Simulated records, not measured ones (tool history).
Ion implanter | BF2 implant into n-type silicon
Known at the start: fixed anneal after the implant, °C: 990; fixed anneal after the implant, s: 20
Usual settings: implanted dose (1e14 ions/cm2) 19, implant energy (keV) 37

run    hour  implanted dose (1e14 ions/cm2)  implant energy (keV)  read-back reference wafer on the same gauge, sheet resistance  sheet resistance of the implanted and annealed layer (ohm/square)
  1       0                           14.48                    37                                                         111.96                                                             141.16
  2    52.1                           14.48                    37                                                         111.97                                                             140.92
  3   131.7                              19                    37                                                         112.03                                                             135.83
  4   190.5                              19                    37                                                         112.05                                                             135.77
  5   297.2                              19                    37                                                         111.98                                                             135.94
  6   356.6                              19                    37                                                            112                                                             135.49
        390  -- Faraday cup replaced and dose calibrated
  7   426.7                              19                    37                                                         111.97                                                             135.73
  8   499.1                           22.65                    37                                                            112                                                             133.76
  9   573.8                              19                  46.5                                                         112.02                                                              120.1
      619.9  -- extraction supply calibrated
 10     665                              19                    37                                                         112.05                                                             137.69
      732.1  -- gauge calibrated
 11     755                              19                    37                                                            112                                                             137.77
 12     826                           24.58                  43.5                                                         111.92                                                             123.13
      885.3  -- extraction supply calibrated, repeated, since the last time left the tool worse
 13   993.2                              19                    26                                                         112.01                                                             161.68
 14  1068.2                           14.84                    33                                                         111.98                                                             147.14

Forecast each of these 5 alternatives for the next run:
  A  1068.6                              19                    37                                                              ?                                                                  ?
  B  1068.6                           16.54                  28.5                                                              ?                                                                  ?
  C  1068.6                            14.7                    46                                                              ?                                                                  ?
  D  1068.6                           24.02                    25                                                              ?                                                                  ?
  E  1068.6                           22.84                  31.5                                                              ?                                                                  ?

run  read-back reference wafer on the same gauge, sheet resistance  sheet resistance of the implanted and annealed layer (ohm/square)
  A                                                         111.96                                                             133.44
  B                                                         111.96                                                             156.16
  C                                                         111.96                                                              123.8
  D                                                         111.96                                                             160.97
  E                                                         111.96                                                             143.24
Without the tool's hidden state the same runs would have given:
run  sheet resistance of the implanted and annealed layer (ohm/square)
  A                                                             133.49
  B                                                             156.22
  C                                                             123.85
  D                                                             161.03
  E                                                              143.3
